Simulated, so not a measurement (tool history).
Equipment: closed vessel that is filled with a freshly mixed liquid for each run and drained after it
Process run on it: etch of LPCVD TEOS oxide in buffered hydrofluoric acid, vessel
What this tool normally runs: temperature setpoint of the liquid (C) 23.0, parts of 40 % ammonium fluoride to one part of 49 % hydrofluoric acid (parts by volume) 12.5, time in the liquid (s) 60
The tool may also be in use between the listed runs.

run,hour,temperature setpoint of the liquid (C),parts of 40 % ammonium fluoride to one part of 49 % hydrofluoric acid (parts by volume),time in the liquid (s),wafers since the last listed run,hours since the thermometer was replaced,hours since the hydrofluoric acid flow meter was replaced,hours since the gauge calibration,"read-back film thickness of the LPCVD TEOS oxide reference wafer, read on the same gauge (nm)",thickness taken off the LPCVD TEOS oxide on a monitor wafer (nm)
1,0.0,25.5,12.5,35,0,1594.8,225.7,1961.7,149.99,104.50
# hour 97.1: thermometer replaced
2,212.2,25.5,12.5,35,17304,115.1,437.9,2173.9,150.02,102.17
3,258.7,25.5,12.5,35,3809,161.6,484.4,2220.4,150.01,100.99
4,337.5,23.0,12.5,60,6456,240.4,563.2,2299.2,150.00,153.22
5,374.6,23.0,12.5,60,3039,277.5,600.3,2336.3,150.01,151.31
6,468.8,23.0,12.5,60,7718,371.7,694.5,2430.5,149.99,151.50
7,512.4,24.5,12.5,60,3572,415.3,738.1,2474.1,150.01,165.30
8,556.1,24.5,12.5,60,3580,459.0,781.8,2517.8,150.00,164.96
9,621.7,23.0,10.5,60,5374,524.6,847.4,2583.4,150.00,177.87
10,720.5,23.0,10.5,60,8095,623.4,946.2,2682.2,150.01,180.13
11,825.7,23.0,10.5,60,8619,728.6,1051.4,2787.4,150.00,177.13
12,864.6,23.0,12.5,60,3187,767.5,1090.3,2826.3,150.03,150.61
13,939.0,23.0,12.5,60,6095,841.9,1164.7,2900.7,150.01,149.85
14,1003.9,23.0,12.5,60,5317,906.8,1229.6,2965.6,149.99,148.98
15,1056.1,23.0,12.5,60,4276,959.0,1281.8,3017.8,149.98,149.81
16,1215.1,23.0,12.5,60,13027,1118.0,1440.8,3176.8,149.98,146.19
# hour 1234.5: gauge calibrated
# hour 1317.8: hydrofluoric acid flow meter replaced
17,1323.1,26.0,10.5,60,8766,1226.0,5.3,88.6,150.01,221.14
18,1394.0,19.5,12.5,60,5809,1296.9,76.2,159.5,150.00,127.14
19,1486.0,23.0,12.5,60,7537,1388.9,168.2,251.5,149.99,155.11
20,1558.3,23.0,12.5,40,5923,1461.2,240.5,323.8,149.98,103.82
# hour 1677.2: thermometer replaced
21,1692.5,20.0,15.5,75,10913,15.3,374.7,458.0,150.01,133.33
22,1792.9,18.5,16.5,35,8226,115.7,475.1,558.4,149.99,52.42
23,1838.8,23.0,12.5,60,3760,161.6,521.0,604.3,149.99,153.79
24,1916.7,23.0,12.5,60,6382,239.5,598.9,682.2,149.99,155.14
25,1989.5,25.0,14.5,90,5964,312.3,671.7,755.0,149.98,221.67
26,2051.3,19.0,7.5,60,5063,374.1,733.5,816.8,150.02,197.21
27,2097.2,26.5,16.0,95,3760,420.0,779.4,862.7,150.00,224.90
28,2263.2,25.5,12.5,35,13601,586.0,945.4,1028.7,150.01,100.79
29,2369.6,23.0,12.5,60,8717,692.4,1051.8,1135.1,150.00,150.70
# hour 2589.1: hydrofluoric acid flow meter replaced
30,2613.5,18.5,9.5,45,19901,936.3,24.4,1379.0,149.99,118.62
31,2937.0,23.0,12.5,35,26505,1259.8,347.9,1702.5,149.99,90.50
32,3002.3,25.5,12.5,60,5350,1325.1,413.2,1767.8,150.00,175.89
33,3070.4,19.0,12.5,35,5579,1393.2,481.3,1835.9,149.98,71.71

For each run, what was the tool's unlogged condition?
liquid hotter than its thermometer reads (K): 0 on each run
gauge reads high (%): 0 on each run
H1: hydrofluoric acid flow below the setpoint (%)
run,H1
1,0.939
2,1.62
3,1.76
4,2.02
5,2.13
6,2.43
7,2.57
8,2.71
9,2.92
10,3.24
11,3.57
12,3.7
13,3.93
14,4.14
15,4.31
16,4.81
17,0.45
18,0.676
19,0.969
20,1.2
21,1.63
22,1.95
23,2.09
24,2.34
25,2.58
26,2.77
27,2.92
28,3.45
29,3.79
30,0.213
31,1.24
32,1.45
33,1.67
